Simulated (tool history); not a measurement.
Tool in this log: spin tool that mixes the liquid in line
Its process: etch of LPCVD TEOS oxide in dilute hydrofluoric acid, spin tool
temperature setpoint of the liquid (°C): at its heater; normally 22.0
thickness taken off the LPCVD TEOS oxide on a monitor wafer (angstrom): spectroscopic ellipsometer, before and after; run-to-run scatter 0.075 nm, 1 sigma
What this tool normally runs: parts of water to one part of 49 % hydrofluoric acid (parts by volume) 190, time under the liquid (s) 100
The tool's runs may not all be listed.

run   hour  temperature setpoint of the liquid (°C)  parts of water to one part of 49 % hydrofluoric acid (parts by volume)  time under the liquid (s)  read-back film thickness of the LPCVD TEOS oxide reference wafer, read on the same gauge (nm)  thickness taken off the LPCVD TEOS oxide on a monitor wafer (angstrom)
  1    0.0                                     22.0                                                                     190                        100                                                                                         130.01                                                                   105.1
  2   11.5                                     22.0                                                                     190                        100                                                                                         129.98                                                                   103.5
  3   24.6                                     22.0                                                                     190                        100                                                                                         129.98                                                                   104.2
  4   36.7                                     22.0                                                                     190                        100                                                                                         130.00                                                                   104.1
  5   53.6                                     22.0                                                                     190                        100                                                                                         130.01                                                                   103.8
  6   62.7                                     19.0                                                                     190                        100                                                                                         129.98                                                                    92.1
  7   75.1                                     19.0                                                                     190                        100                                                                                         130.01                                                                    92.5
  8   88.4                                     19.0                                                                     190                        100                                                                                         130.02                                                                    92.4
  9  102.3                                     22.0                                                                     190                        100                                                                                         129.99                                                                   103.3
 10  110.2                                     22.0                                                                     190                        100                                                                                         130.04                                                                   103.4
 11  117.2                                     22.0                                                                     190                        100                                                                                         130.01                                                                   103.2
 12  126.3                                     19.5                                                                     190                        100                                                                                         130.04                                                                    94.6
 13  141.8                                     22.0                                                                     190                        100                                                                                         129.99                                                                   103.1
 14  149.7                                     17.0                                                                     255                         70                                                                                         130.01                                                                    41.4
 15  157.2                                     22.0                                                                     190                        100                                                                                         130.02                                                                   102.2
 16  169.8                                     22.0                                                                     245                        100                                                                                         130.00                                                                    74.2
 17  179.6                                     17.0                                                                     190                        130                                                                                         129.99                                                                   109.5
 18  192.2                                     19.5                                                                     130                         65                                                                                         130.01                                                                    94.2
 19  207.2                                     22.0                                                                     190                        100                                                                                         130.00                                                                   100.8
 20  227.3                                     24.0                                                                     100                        100                                                                                         130.00                                                                   233.7
 21  240.2                                     17.5                                                                     190                         75                                                                                         129.99                                                                    64.6
 22  255.9                                     18.5                                                                     225                         65                                                                                         130.01                                                                    46.6
 23  269.3                                     24.0                                                                     245                         65                                                                                         130.01                                                                    51.3
 24  275.4                                     17.0                                                                     255                         70                                                                                         130.01                                                                    40.8
 25  285.0                                     22.0                                                                     190                        100                                                                                         129.99                                                                   117.5
 26  291.4                                     24.0                                                                     100                        100                                                                                         129.99                                                                   267.3
 27  303.7                                     27.0                                                                     190                        100                                                                                         129.99                                                                   141.6
 28  321.3                                     22.0                                                                     190                        100                                                                                         130.00                                                                   116.5
 29  336.3                                     26.5                                                                     190                        100                                                                                         129.98                                                                   138.7
 30  342.4                                     22.0                                                                     190                        100                                                                                         129.98                                                                   117.4
 31  352.3                                     22.0                                                                     190                        100                                                                                         130.00                                                                   118.4
 32  365.6                                     24.0                                                                     150                        100                                                                                         130.00                                                                   167.2
 33  376.4                                     20.5                                                                     190                        100                                                                                         130.00                                                                   109.0
 34  391.0                                     22.0                                                                      95                         65                                                                                         130.00                                                                   168.1

Removed from this log: 3 entries logged between the listed runs. Between which two listed runs does each belong, and how does the tool's hidden state at the listed run before it compare with that at the listed run after it?
Logged between run 6 and run 7: thermometer replaced (hour 74.6)
  hydrofluoric acid flow below the setpoint (%): 11.9 -> 12
  what was measured, less what the result would be without the hidden state, thickness taken off the LPCVD TEOS oxide on a monitor wafer (angstrom): -15.0 -> -15.3
Logged between run 13 and run 14: gauge calibrated (hour 144.5)
  the hidden state is the same at both runs
  what was measured, less what the result would be without the hidden state, thickness taken off the LPCVD TEOS oxide on a monitor wafer (angstrom): -18.2 -> -7.6
Logged between run 24 and run 25: hydrofluoric acid flow meter replaced (hour 278.7)
  hydrofluoric acid flow below the setpoint (%): 13.7 -> 2.33
  what was measured, less what the result would be without the hidden state, thickness taken off the LPCVD TEOS oxide on a monitor wafer (angstrom): -8.2 -> -3.4
